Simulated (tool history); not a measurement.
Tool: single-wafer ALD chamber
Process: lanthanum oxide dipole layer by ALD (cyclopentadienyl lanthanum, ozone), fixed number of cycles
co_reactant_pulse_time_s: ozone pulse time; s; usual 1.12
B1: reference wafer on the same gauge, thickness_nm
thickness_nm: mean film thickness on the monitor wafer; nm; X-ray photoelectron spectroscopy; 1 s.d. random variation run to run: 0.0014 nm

Run 1, hour 0: usual settings but co_reactant_pulse_time_s 1.34 s; B1 0.558. Result: thickness_nm 0.516 nm.
Run 2, hour 8.4: usual settings but co_reactant_pulse_time_s 1.34 s; B1 0.558. Result: thickness_nm 0.514 nm.
Run 3, hour 19.5: usual settings; B1 0.558. Result: thickness_nm 0.477 nm.
Run 4, hour 26.5: usual settings; B1 0.558. Result: thickness_nm 0.477 nm.
Run 5, hour 39.6: usual settings; B1 0.558. Result: thickness_nm 0.476 nm.
Run 6, hour 56.3: usual settings; B1 0.558. Result: thickness_nm 0.471 nm.
Run 7, hour 69.7: usual settings; B1 0.558. Result: thickness_nm 0.473 nm.
At hour 86.8: showerhead replaced.
Run 8, hour 87.3: usual settings but co_reactant_pulse_time_s 0.82 s; B1 0.558. Result: thickness_nm 0.396 nm.
Run 9, hour 89.6: usual settings but co_reactant_pulse_time_s 1.46 s; B1 0.558. Result: thickness_nm 0.523 nm.
At hour 107.2: ozone generator serviced.
Run 10, hour 107.7: usual settings but co_reactant_pulse_time_s 0.95 s; B1 0.558. Result: thickness_nm 0.509 nm.
Run 11, hour 113: usual settings; B1 0.558. Result: thickness_nm 0.542 nm.
At hour 122.1: thermocouple changed; heater temperature recalibrated.
At hour 122.2: gauge calibrated.
Run 12, hour 129.2: usual settings but co_reactant_pulse_time_s 1.47 s; B1 0.558. Result: thickness_nm 0.573 nm.
Run 13, hour 137.9: usual settings but co_reactant_pulse_time_s 0.69 s; B1 0.557. Result: thickness_nm 0.439 nm.
Run 14, hour 152.6: usual settings but co_reactant_pulse_time_s 1.51 s; B1 0.558. Result: thickness_nm 0.575 nm.
Run 15, hour 169.3: usual settings but co_reactant_pulse_time_s 1.44 s; B1 0.558. Result: thickness_nm 0.572 nm.
Run 16, hour 177.9: usual settings; B1 0.559. Result: thickness_nm 0.539 nm.
Run 17, hour 190.1: usual settings but co_reactant_pulse_time_s 0.75 s; B1 0.558. Result: thickness_nm 0.454 nm.

Predict each of these 3 candidate next runs independently; none follows another, all start after run 17:
Run A, hour 190.5: usual settings but co_reactant_pulse_time_s 1.39 s; B1 ?. Result: thickness_nm ?.
Run B, hour 190.5: usual settings but co_reactant_pulse_time_s 0.91 s; B1 ?. Result: thickness_nm ?.
Run C, hour 190.5: usual settings but co_reactant_pulse_time_s 0.89 s; B1 ?. Result: thickness_nm ?.

run     B1  thickness_nm
  A  0.558         0.564
  B  0.558         0.495
  C  0.558         0.491
With the hidden condition removed and each run's random variation left untouched, the same runs would have given:
run  thickness_nm
  A         0.569
  B         0.504
  C           0.5
